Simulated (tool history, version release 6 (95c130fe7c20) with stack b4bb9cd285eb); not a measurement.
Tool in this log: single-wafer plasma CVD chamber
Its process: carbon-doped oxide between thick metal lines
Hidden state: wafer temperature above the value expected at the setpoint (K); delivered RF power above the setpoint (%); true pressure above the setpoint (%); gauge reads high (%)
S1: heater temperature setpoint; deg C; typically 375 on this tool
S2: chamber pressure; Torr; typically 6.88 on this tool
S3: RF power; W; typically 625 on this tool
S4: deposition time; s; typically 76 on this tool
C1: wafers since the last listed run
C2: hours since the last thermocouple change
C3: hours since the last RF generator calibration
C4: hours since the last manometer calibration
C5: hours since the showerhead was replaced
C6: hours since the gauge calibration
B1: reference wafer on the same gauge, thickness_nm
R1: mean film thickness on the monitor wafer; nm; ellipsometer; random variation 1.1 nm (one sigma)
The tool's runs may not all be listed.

run	hour	S1	S2	S3	S4	C1	C2	C3	C4	C5	C6	B1	R1
1	0	375	6.88	625	76	0	1315.5	849.2	1347.1	4543.5	72.9	397.317	440.098
2	7	375	6.88	625	76	118	1322.5	856.2	1354.1	4550.5	79.9	396.674	442.271
3	16.9	375	6.88	625	76	167	1332.4	866.1	1364	4560.4	89.8	397.067	442.346
4	29.6	375	6.88	625	76	214	1345.1	878.8	1376.7	4573.1	102.5	397.026	441.564
5	45.2	375	6.88	625	76	263	1360.7	894.4	1392.3	4588.7	118.1	396.859	442.22
6	56.1	375	6.88	625	76	184	1371.6	905.3	1403.2	4599.6	129	397.155	440.876
7	64.7	375	6.88	625	76	145	1380.2	913.9	1411.8	4608.2	137.6	397.111	440.977
8	73.2	375	6.88	625	76	143	1388.7	922.4	1420.3	4616.7	146.1	396.943	441.356
9	83.4	375	6.88	625	76	172	1398.9	932.6	1430.5	4626.9	156.3	397.028	442.633
10	89.8	375	6.88	625	76	108	1405.3	939	1436.9	4633.3	162.7	397.315	440.453
# hour 106.6: capacitance manometer re-zeroed and calibrated
# hour 114.3: RF generator calibrated
11	114.8	375	6.88	625	76	157	1430.3	0.5	8.2	4658.3	187.7	396.889	454.008
12	115.1	375	6.88	625	76	5	1430.6	0.8	8.5	4658.6	188	397.009	454.879
13	117.5	375	6.88	625	67.3	40	1433	3.2	10.9	4661	190.4	397.141	404.107
14	127.2	364	6.88	625	67.2	163	1442.7	12.9	20.6	4670.7	200.1	397.386	413.338
# hour 136.6: gauge calibrated
15	142.7	364	6.88	625	80.4	261	1458.2	28.4	36.1	4686.2	6.1	397.039	492.967
16	157.7	375	6.88	625	76	253	1473.2	43.4	51.1	4701.2	21.1	397.126	453.082
17	165.6	375	6.88	625	76	133	1481.1	51.3	59	4709.1	29	396.952	451.766
18	183	375	6.88	625	81.1	293	1498.5	68.7	76.4	4726.5	46.4	397.337	482.457
19	193.8	375	6.23	675	76	182	1509.3	79.5	87.2	4737.3	57.2	396.972	460.091
20	202.7	361	6.88	665	61.3	150	1518.2	88.4	96.1	4746.2	66.1	396.773	386.542
21	211.6	375	6.88	625	76	150	1527.1	97.3	105	4755.1	75	396.921	450.192
22	219.2	375	6.88	625	81.8	128	1534.7	104.9	112.6	4762.7	82.6	396.863	486.269
# hour 250: showerhead replaced
# hour 251.7: thermocouple changed; heater temperature recalibrated
23	264.3	375	6.88	685	82.5	597	12.6	150	157.7	14.3	127.7	396.899	505.164
24	281.7	375	6.05	685	76	293	30	167.4	175.1	31.7	145.1	397.11	459.025
25	320.5	375	7.41	665	76	655	68.8	206.2	213.9	70.5	183.9	396.811	463.576

Each run again, without the hidden state but with its own random variation kept:
run	R1
1	455.613
2	457.886
3	457.997
4	457.227
5	457.954
6	456.593
7	456.722
8	457.138
9	458.488
10	456.246
11	455.842
12	456.731
13	405.862
14	415.578
15	496.454
16	456.982
17	456.006
18	487.782
19	465.509
20	391.468
21	456.303
22	493.179
23	513.893
24	467.518
25	473.48
